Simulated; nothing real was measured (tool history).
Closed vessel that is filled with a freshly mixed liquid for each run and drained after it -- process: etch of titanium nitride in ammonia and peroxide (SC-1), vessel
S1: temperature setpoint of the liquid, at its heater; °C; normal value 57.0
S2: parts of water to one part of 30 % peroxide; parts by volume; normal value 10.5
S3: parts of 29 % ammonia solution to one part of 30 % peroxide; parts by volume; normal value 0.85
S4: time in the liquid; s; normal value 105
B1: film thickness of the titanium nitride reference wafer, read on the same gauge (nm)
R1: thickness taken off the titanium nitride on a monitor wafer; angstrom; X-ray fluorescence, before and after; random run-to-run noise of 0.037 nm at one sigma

| run | hour | S1 | S2 | S3 | S4 | B1 | R1 |
|---|---|---|---|---|---|---|---|
| 1 | 0.0 | 57.0 | 10.5 | 1.00 | 105 | 109.99 | 66.1 |
| 2 | 14.3 | 57.0 | 10.5 | 0.85 | 90 | 110.01 | 55.4 |
| 3 | 22.6 | 57.0 | 10.5 | 0.85 | 90 | 109.99 | 55.3 |
| 4 | 36.2 | 57.0 | 10.5 | 0.85 | 105 | 109.98 | 64.4 |
| 5 | 54.2 | 57.0 | 10.5 | 0.85 | 105 | 110.01 | 63.5 |
| 6 | 68.3 | 60.5 | 10.5 | 0.85 | 150 | 110.00 | 115.7 |
| 7 | 82.1 | 51.0 | 12.5 | 0.85 | 160 | 110.01 | 59.5 |
| 8 | 89.7 | 50.5 | 10.5 | 0.85 | 165 | 110.00 | 64.9 |
| 9 | 106.5 | 53.5 | 15.5 | 0.85 | 105 | 110.02 | 41.3 |
| 10 | 122.0 | 57.0 | 10.5 | 0.85 | 50 | 110.01 | 30.6 |
| 11 | 131.2 | 57.0 | 12.5 | 0.85 | 65 | 109.97 | 36.1 |
| 12 | 143.2 | 57.0 | 10.5 | 0.85 | 105 | 110.01 | 64.5 |
|  | 155.1 | gauge calibrated |
| 13 | 159.8 | 52.0 | 6.5 | 0.55 | 160 | 110.00 | 82.3 |
| 14 | 172.5 | 57.0 | 14.5 | 0.85 | 105 | 110.01 | 54.0 |
| 15 | 182.7 | 57.0 | 10.5 | 0.85 | 105 | 109.97 | 64.2 |
|  | 189.6 | new drum of ammonia solution connected |
| 16 | 199.3 | 57.0 | 8.5 | 0.85 | 105 | 109.99 | 72.2 |
| 17 | 208.2 | 61.5 | 10.5 | 0.50 | 55 | 110.01 | 41.7 |
| 18 | 223.2 | 57.0 | 10.5 | 0.85 | 85 | 109.99 | 52.8 |
| 19 | 237.2 | 57.0 | 10.5 | 0.85 | 105 | 110.01 | 64.5 |
|  | 241.0 | thermometer replaced |
| 20 | 245.0 | 53.0 | 7.0 | 1.00 | 165 | 109.99 | 96.6 |
| 21 | 254.5 | 57.0 | 10.5 | 0.85 | 50 | 109.99 | 30.9 |
| 22 | 271.0 | 57.0 | 6.5 | 0.85 | 105 | 110.00 | 82.5 |
| 23 | 285.2 | 57.0 | 10.5 | 0.85 | 105 | 110.01 | 64.3 |
| 24 | 338.1 | 53.0 | 10.5 | 0.85 | 105 | 109.97 | 49.6 |
| 25 | 348.5 | 62.5 | 6.5 | 0.85 | 105 | 109.99 | 116.9 |
| 26 | 363.0 | 64.0 | 12.0 | 0.85 | 45 | 110.00 | 40.5 |
| 27 | 379.0 | 51.0 | 10.5 | 0.65 | 105 | 109.99 | 41.0 |
| 28 | 395.5 | 57.0 | 14.5 | 0.85 | 165 | 110.01 | 85.5 |

Consider 4 possible next runs. They are alternatives, not a sequence: every one starts from the tool as it was left by run 28. What does each give?
| A | 396.2 | 57.0 | 15.0 | 0.85 | 105 | ? | ? |
| B | 396.2 | 65.0 | 10.5 | 1.20 | 105 | ? | ? |
| C | 396.2 | 63.0 | 6.0 | 0.85 | 80 | ? | ? |
| D | 396.2 | 57.0 | 10.5 | 0.75 | 65 | ? | ? |

| run | B1 | R1 |
|---|---|---|
| A | 110.00 | 53.5 |
| B | 110.00 | 114.7 |
| C | 110.00 | 95.8 |
| D | 110.00 | 39.1 |
The same runs, with their run-to-run variation unchanged, on a tool lacking any hidden condition would have given:
| run | R1 |
|---|---|
| A | 54.3 |
| B | 116.1 |
| C | 97.0 |
| D | 39.7 |
